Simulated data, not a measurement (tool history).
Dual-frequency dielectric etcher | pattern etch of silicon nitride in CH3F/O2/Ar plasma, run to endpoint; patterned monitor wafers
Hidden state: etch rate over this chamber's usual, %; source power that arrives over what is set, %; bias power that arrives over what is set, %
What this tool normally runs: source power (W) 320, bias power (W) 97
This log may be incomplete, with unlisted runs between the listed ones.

run   hour  source power (W)  bias power (W)  wafers since the last listed run  hours since the last wet clean  hours since the last source power generator calibration  hours since the last bias power generator calibration  hours since the last upper electrode change  incoming incoming film thickness, nm  endpoint time (s)
  1    0.0               320             109                                 0                            79.2                                                   4231.1                                                 2740.9                                       5081.6                                 32.30               44.5
  2   17.9               320             109                               165                            97.1                                                   4249.0                                                 2758.8                                       5099.5                                 32.03               44.5
  3   43.7               320             109                               238                           122.9                                                   4274.8                                                 2784.6                                       5125.3                                 32.28               44.5
  4   67.6               320              97                               220                           146.8                                                   4298.7                                                 2808.5                                       5149.2                                 32.23               46.1
  5  100.7               320              97                               305                           179.9                                                   4331.8                                                 2841.6                                       5182.3                                 31.93               45.7
  6  126.1               320              97                               234                           205.3                                                   4357.2                                                 2867.0                                       5207.7                                 32.32               45.8
  7  146.3               320              97                               186                           225.5                                                   4377.4                                                 2887.2                                       5227.9                                 32.14               46.1
  8  159.3               320              97                               120                           238.5                                                   4390.4                                                 2900.2                                       5240.9                                 32.33               45.7
  9  182.7               320              97                               216                           261.9                                                   4413.8                                                 2923.6                                       5264.3                                 32.16               45.5
     233.5  -- upper electrode replaced
 10  234.0               320              97                               252                           313.2                                                   4465.1                                                 2974.9                                          0.5                                 32.14               45.5
 11  234.3               320              97                                 2                           313.5                                                   4465.4                                                 2975.2                                          0.8                                 32.22               45.6
 12  246.5               300              89                               112                           325.7                                                   4477.6                                                 2987.4                                         13.0                                 32.09               48.2
 13  263.2               300              89                               154                           342.4                                                   4494.3                                                 3004.1                                         29.7                                 32.08               47.9
 14  293.1               320              82                               276                           372.3                                                   4524.2                                                 3034.0                                         59.6                                 32.16               47.8
     313.0  -- bias power generator calibrated
     331.6  -- wet clean of the chamber
 15  332.1               320              97                               150                             0.5                                                   4563.2                                                   19.1                                         98.6                                 32.06               47.0
 16  342.1               320              85                                92                            10.5                                                   4573.2                                                   29.1                                        108.6                                 31.87               48.8
 17  376.4               280             109                               316                            44.8                                                   4607.5                                                   63.4                                        142.9                                 32.15               48.2
     391.2  -- source power generator calibrated
 18  407.4               250              76                               249                            75.8                                                     16.2                                                   94.4                                        173.9                                 32.17               57.8
 19  426.0               380             106                               171                            94.4                                                     34.8                                                  113.0                                        192.5                                 31.97               41.5
 20  447.0               320              97                               194                           115.4                                                     55.8                                                  134.0                                        213.5                                 32.02               46.3
 21  459.7               350              75                               117                           128.1                                                     68.5                                                  146.7                                        226.2                                 31.92               48.6
 22  481.2               320             120                               198                           149.6                                                     90.0                                                  168.2                                        247.7                                 32.11               42.9
 23  513.0               360              86                               293                           181.4                                                    121.8                                                  200.0                                        279.5                                 32.07               45.6
 24  544.9               320              97                               294                           213.3                                                    153.7                                                  231.9                                        311.4                                 31.96               45.9
 25  567.7               320              97                               210                           236.1                                                    176.5                                                  254.7                                        334.2                                 32.12               45.9
 26  590.7               250              86                               212                           259.1                                                    199.5                                                  277.7                                        357.2                                 32.06               53.7
 27  617.9               280             118                               251                           286.3                                                    226.7                                                  304.9                                        384.4                                 32.01               45.1
 28  641.4               360             120                               217                           309.8                                                    250.2                                                  328.4                                        407.9                                 32.35               40.1

3 options for the next run, each taken on its own from the tool as it stands now. Forecast them:
  A  641.8               320             112                                 3                           310.2                                                    250.6                                                  328.8                                        408.3                                 31.92                  ?
  B  641.8               260              97                                 3                           310.2                                                    250.6                                                  328.8                                        408.3                                 31.92                  ?
  C  641.8               380             104                                 3                           310.2                                                    250.6                                                  328.8                                        408.3                                 31.92                  ?

run  endpoint time (s)
  A               43.1
  B               50.3
  C               40.9
What these runs would have given with no unlogged condition in the tool:
run  endpoint time (s)
  A               44.1
  B               51.5
  C               41.9
